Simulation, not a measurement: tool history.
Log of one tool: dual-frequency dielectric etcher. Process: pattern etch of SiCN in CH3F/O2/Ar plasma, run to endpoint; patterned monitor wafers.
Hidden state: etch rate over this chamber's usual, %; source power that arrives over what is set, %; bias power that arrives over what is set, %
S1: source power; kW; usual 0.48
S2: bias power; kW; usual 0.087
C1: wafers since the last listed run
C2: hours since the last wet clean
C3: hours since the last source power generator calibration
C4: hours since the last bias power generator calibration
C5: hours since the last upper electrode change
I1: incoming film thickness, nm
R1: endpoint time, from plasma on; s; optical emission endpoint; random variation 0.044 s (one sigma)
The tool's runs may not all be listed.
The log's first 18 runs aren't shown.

run	day	S1	S2	C1	C2	C3	C4	C5	I1	R1
19	15.071	0.38	0.068	169	236.8	266	362.2	2733.9	6.9	17.2
20	16.246	0.48	0.087	324	265	294.2	390.4	2762.1	6.91	14.8
21	17.396	0.45	0.087	318	292.6	321.8	418	2789.7	6.9	15.1
# day 19.412: wet clean of the chamber
22	19.433	0.52	0.098	286	0.5	370.7	466.9	2838.6	6.85	13.5
23	19.446	0.48	0.087	3	0.8	371	467.2	2838.9	6.95	14.6
24	20.208	0.57	0.069	210	19.1	389.3	485.5	2857.2	6.98	15.5
25	21.158	0.52	0.087	262	41.9	412.1	508.3	2880	6.86	14.3
# day 22.492: upper electrode replaced
26	22.512	0.44	0.071	97	74.4	444.6	540.8	0.5	6.84	16.1
27	23.562	0.48	0.087	290	99.6	469.8	566	25.7	6.83	14.6
28	24.15	0.38	0.079	162	113.7	483.9	580.1	39.8	6.92	16.2
29	25.342	0.56	0.107	329	142.3	512.5	608.7	68.4	6.81	12.8

Run 30 comes next. What will it give?
30	26.75	0.48	0.071	389	176.1	546.3	642.5	102.2	6.95	?

R1: 16 s
Without the tool's hidden state the same run would have given R1 16 s.

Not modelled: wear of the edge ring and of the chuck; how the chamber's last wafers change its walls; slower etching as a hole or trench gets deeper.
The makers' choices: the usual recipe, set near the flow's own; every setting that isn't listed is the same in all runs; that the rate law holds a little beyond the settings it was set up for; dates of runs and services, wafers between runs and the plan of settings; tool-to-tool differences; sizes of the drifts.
